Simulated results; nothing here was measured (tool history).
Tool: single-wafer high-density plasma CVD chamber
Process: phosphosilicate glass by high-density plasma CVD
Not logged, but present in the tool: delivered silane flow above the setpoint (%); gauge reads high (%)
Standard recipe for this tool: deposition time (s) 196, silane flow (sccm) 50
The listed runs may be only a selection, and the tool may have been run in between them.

run    hour  deposition time (s)  silane flow (sccm)  wafers since the last listed run  hours since the silane flow controller was replaced  hours since the gauge calibration  read-back reference wafer on the same gauge, thickness_nm  mean film thickness on the monitor wafer (Å)
  1     0.0                  196                  50                                 0                                                104.0                              542.7                                                   1121.153                                      10139.28
  2    29.5                  196                  50                               173                                                133.5                              572.2                                                   1121.022                                      10075.34
  3    75.8                  196                  50                               272                                                179.8                              618.5                                                   1119.207                                      10069.31
  4   108.7                  196                  50                               193                                                212.7                              651.4                                                   1120.003                                      10066.42
  5   139.6                  196                  50                               181                                                243.6                              682.3                                                   1119.141                                      10090.27
  6   184.1                  196                  50                               261                                                288.1                              726.8                                                   1119.904                                      10055.21
  7   248.9                  222                  50                               380                                                352.9                              791.6                                                   1119.775                                      11453.77
  8   279.2                  222                  50                               178                                                383.2                              821.9                                                   1120.458                                      11418.23
  9   331.6                  175                  50                               308                                                435.6                              874.3                                                   1120.374                                       9058.34
 10   374.7                  175                  50                               253                                                478.7                              917.4                                                   1119.961                                       9041.92
 11   440.3                  175                  50                               385                                                544.3                              983.0                                                   1119.540                                       8967.77
 12   496.9                  196                  50                               332                                                600.9                             1039.6                                                   1120.668                                      10082.50
 13   553.8                  196                  50                               334                                                657.8                             1096.5                                                   1119.208                                      10193.79
 14   617.6                  196                  47                               375                                                721.6                             1160.3                                                   1120.569                                       9701.95
 15   759.0                  221                  50                               831                                                863.0                             1301.7                                                   1120.548                                      11421.28
 16   803.7                  211                  50                               262                                                907.7                             1346.4                                                   1120.264                                      10993.86
 17   855.0                  196                  55                               301                                                959.0                             1397.7                                                   1119.643                                      10965.04
 18   897.4                  196                  55                               249                                               1001.4                             1440.1                                                   1121.580                                      10888.08
 19   963.3                  196                  50                               387                                               1067.3                             1506.0                                                   1121.242                                      10227.05
 20  1010.6                  196                  50                               278                                               1114.6                             1553.3                                                   1119.196                                      10210.00
 21  1051.9                  196                  50                               242                                               1155.9                             1594.6                                                   1120.250                                      10249.01
 22  1093.4                  164                  56                               243                                               1197.4                             1636.1                                                   1120.544                                       9381.29
 23  1164.7                  217                  56                               419                                               1268.7                             1707.4                                                   1119.865                                      12360.42
 24  1232.7                  175                  46                               399                                               1336.7                             1775.4                                                   1119.918                                       8643.53
 25  1298.4                  210                  53                               386                                               1402.4                             1841.1                                                   1120.993                                      11574.25
 26  1346.4                  184                  56                               282                                               1450.4                             1889.1                                                   1119.740                                      10512.52
 27  1440.7                  161                  44                               554                                               1544.7                             1983.4                                                   1119.541                                       7778.11
     1461.1  -- silane flow controller replaced
 28  1532.4                  230                  50                               492                                                 71.3                             2075.1                                                   1119.659                                      11889.31
 29  1591.0                  224                  40                               344                                                129.9                             2133.7                                                   1120.126                                       9942.42
 30  1644.6                  196                  50                               315                                                183.5                             2187.3                                                   1120.255                                      10073.76
 31  1697.1                  235                  54                               308                                                236.0                             2239.8                                                   1120.576                                      12848.17
     1708.6  -- gauge calibrated
 32  1762.0                  163                  47                               381                                                300.9                               53.4                                                   1118.900                                       8105.99
 33  1794.2                  221                  44                               189                                                333.1                               85.6                                                   1120.260                                      10472.96
 34  1850.6                  215                  58                               331                                                389.5                              142.0                                                   1119.336                                      12437.19
 35  1907.6                  228                  55                               335                                                446.5                              199.0                                                   1120.188                                      12681.55
 36  1955.6                  176                  58                               282                                                494.5                              247.0                                                   1120.147                                      10166.45
 37  2006.8                  235                  54                               300                                                545.7                              298.2                                                   1121.270                                      12864.65
 38  2032.7                  168                  42                               152                                                571.6                              324.1                                                   1119.847                                       7770.32
 39  2087.9                  211                  45                               324                                                626.8                              379.3                                                   1118.613                                      10132.46
 40  2127.4                  196                  50                               232                                                666.3                              418.8                                                   1119.212                                      10129.94
 41  2160.3                  216                  58                               193                                                699.2                              451.7                                                   1120.166                                      12585.39

Forecast each of these 5 alternatives for the next run:
  A  2160.8                  196                  50                                 2                                                699.7                              452.2                                                          ?                                             ?
  B  2160.8                  172                  50                                 2                                                699.7                              452.2                                                          ?                                             ?
  C  2160.8                  166                  58                                 2                                                699.7                              452.2                                                          ?                                             ?
  D  2160.8                  233                  58                                 2                                                699.7                              452.2                                                          ?                                             ?
  E  2160.8                  196                  46                                 2                                                699.7                              452.2                                                          ?                                             ?

run  read-back reference wafer on the same gauge, thickness_nm  mean film thickness on the monitor wafer (Å)
  A                                                   1120.478                                      10195.05
  B                                                   1120.478                                       8946.67
  C                                                   1120.478                                       9614.47
  D                                                   1120.478                                      13495.02
  E                                                   1120.478                                       9616.56
Without the tool's unlogged condition, the same runs would have read:
run  mean film thickness on the monitor wafer (Å)
  A                                      10157.98
  B                                       8914.15
  C                                       9579.52
  D                                      13445.96
  E                                       9581.60

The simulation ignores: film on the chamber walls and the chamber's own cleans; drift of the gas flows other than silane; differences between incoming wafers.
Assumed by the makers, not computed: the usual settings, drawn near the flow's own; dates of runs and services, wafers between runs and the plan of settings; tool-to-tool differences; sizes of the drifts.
